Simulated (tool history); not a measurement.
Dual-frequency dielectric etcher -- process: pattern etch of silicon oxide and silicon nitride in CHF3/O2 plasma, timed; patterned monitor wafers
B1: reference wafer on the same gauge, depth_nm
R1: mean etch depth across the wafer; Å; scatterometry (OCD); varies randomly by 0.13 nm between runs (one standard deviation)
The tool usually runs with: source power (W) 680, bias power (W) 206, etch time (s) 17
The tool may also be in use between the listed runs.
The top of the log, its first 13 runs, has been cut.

Run 14, hour 144.9: usual settings; B1 25.31. Result: R1 261.8 Å.
Run 15, hour 185.1: usual settings but source power (W) 600, bias power (W) 222, etch time (s) 18.5; B1 25.29. Result: R1 278.6 Å.
Run 16, hour 197.4: usual settings but source power (W) 560, bias power (W) 189, etch time (s) 13.5; B1 25.32. Result: R1 183 Å.
Run 17, hour 209.3: usual settings; B1 25.3. Result: R1 259.9 Å.
At hour 229.1: bias power generator calibrated.
At hour 242.2: upper electrode replaced.
Run 18, hour 242.7: usual settings but bias power (W) 256; B1 25.29. Result: R1 288.4 Å.
At hour 243.1: gauge calibrated.
At hour 270: wet clean of the chamber.
Run 19, hour 270.5: usual settings but source power (W) 730, etch time (s) 15; B1 25.27. Result: R1 252.2 Å.
At hour 300.1: source power generator calibrated.
Run 20, hour 300.6: usual settings but bias power (W) 182, etch time (s) 18.5; B1 25.31. Result: R1 287.3 Å.
Run 21, hour 303.9: usual settings; B1 25.28. Result: R1 279.4 Å.
Run 22, hour 321.5: usual settings but source power (W) 730, etch time (s) 12.5; B1 25.31. Result: R1 210.4 Å.
Run 23, hour 328: usual settings but bias power (W) 182, etch time (s) 18.5; B1 25.31. Result: R1 285.2 Å.
Run 24, hour 335.3: usual settings; B1 25.3. Result: R1 276.2 Å.
Run 25, hour 347.2: usual settings but source power (W) 640, etch time (s) 22; B1 25.3. Result: R1 349.7 Å.
Run 26, hour 356.8: usual settings but source power (W) 620, bias power (W) 169, etch time (s) 20; B1 25.3. Result: R1 282.1 Å.
Run 27, hour 362.9: usual settings but bias power (W) 180, etch time (s) 19; B1 25.31. Result: R1 289.5 Å.
Run 28, hour 372: usual settings; B1 25.31. Result: R1 277.7 Å.
Run 29, hour 387.3: usual settings but etch time (s) 21.5; B1 25.29. Result: R1 347.7 Å.
Run 30, hour 395.1: usual settings but source power (W) 810, bias power (W) 252, etch time (s) 19; B1 25.28. Result: R1 367.1 Å.

Forecast each of these 4 alternatives for the next run:
Run A, hour 395.5: usual settings; B1 ?. Result: R1 ?.
Run B, hour 395.5: usual settings but source power (W) 620, bias power (W) 232; B1 ?. Result: R1 ?.
Run C, hour 395.5: usual settings but source power (W) 840, bias power (W) 167, etch time (s) 18.5; B1 ?. Result: R1 ?.
Run D, hour 395.5: usual settings but etch time (s) 13; B1 ?. Result: R1 ?.

run    B1     R1
  A  25.3    277
  B  25.3  283.2
  C  25.3  295.2
  D  25.3  211.8
Without the tool's unlogged condition, the same runs would have read:
run     R1
  A  278.5
  B  284.7
  C  296.8
  D    213
